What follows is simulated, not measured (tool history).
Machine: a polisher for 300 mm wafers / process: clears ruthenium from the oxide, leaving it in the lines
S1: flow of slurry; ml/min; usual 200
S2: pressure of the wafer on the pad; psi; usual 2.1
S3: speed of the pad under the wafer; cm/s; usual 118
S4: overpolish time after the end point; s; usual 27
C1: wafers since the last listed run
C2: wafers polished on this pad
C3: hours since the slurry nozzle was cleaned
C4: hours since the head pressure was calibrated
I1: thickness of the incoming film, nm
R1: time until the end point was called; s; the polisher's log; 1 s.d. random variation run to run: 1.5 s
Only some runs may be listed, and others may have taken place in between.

run,day,S1,S2,S3,S4,C1,C2,C3,C4,I1,R1
1,0,200,2.1,118,27,0,703,13.8,938.8,120.2,85.2
2,2.454,200,2.1,118,27,398,1102,72.7,997.7,118.7,84.2
3,4.4,200,2.1,118,27,315,1417,119.4,1044.4,121.9,89.1
# day 8.738: head pressure recalibrated
# day 11.133: worn pad replaced by a new one
4,17.596,200,2.1,118,27,2100,1048,436.1,212.6,122,92.4
5,19.996,200,2.1,118,27,389,1437,493.7,270.2,120.7,93.3
6,25.512,200,2.1,118,27,895,2333,626.1,402.6,119,90.1
# day 26.608: slurry nozzle cleaned
# day 27.679: worn pad replaced by a new one
7,29.392,180,2.1,118,31,595,277,66.8,495.7,120.2,92
8,32.708,180,2.1,118,31,538,815,146.4,575.3,119.7,90.9
9,35.7,180,2.1,118,31,485,1301,218.2,647.1,119.8,91.1
10,37.767,265,1.4,150,12,335,1636,267.8,696.7,119.4,101.7
11,40.354,200,2.1,118,27,419,2056,329.9,758.8,119.5,85.6
12,43.308,135,1.5,138,27,479,2536,400.8,829.7,120.5,109
# day 44.9: worn pad replaced by a new one
13,47.429,250,2.3,134,20,641,410,499.7,928.6,118,68.8
14,49.912,200,2.1,118,16,402,813,559.3,988.2,120.6,84.3
# day 52.883: head pressure recalibrated
# day 54.038: slurry nozzle cleaned
# day 60.5: worn pad replaced by a new one
15,61.592,200,2.1,118,27,1847,177,181.3,209,121.4,96.1
16,65.371,270,2.1,118,35,613,790,272,299.7,120.3,88.7
17,68.625,200,2.1,118,27,528,1318,350.1,377.8,121.3,92.4
18,72.133,200,1.9,102,27,569,1887,434.3,462,119.1,120.4
19,75.6,200,2.1,118,27,562,2450,517.5,545.2,119.7,88.4

Here are 3 independent what-if runs from the current tool condition. What would each one return?
A,75.621,200,2.1,118,27,3,2453,518,545.7,119.2,?
B,75.621,230,2.1,132,19,3,2453,518,545.7,119.2,?
C,75.621,260,1.7,142,34,3,2453,518,545.7,119.2,?

run,R1
A,90.1
B,79.4
C,90.2
Had the tool no hidden state, the same runs would have come out as:
run,R1
A,94.1
B,83
C,94.2
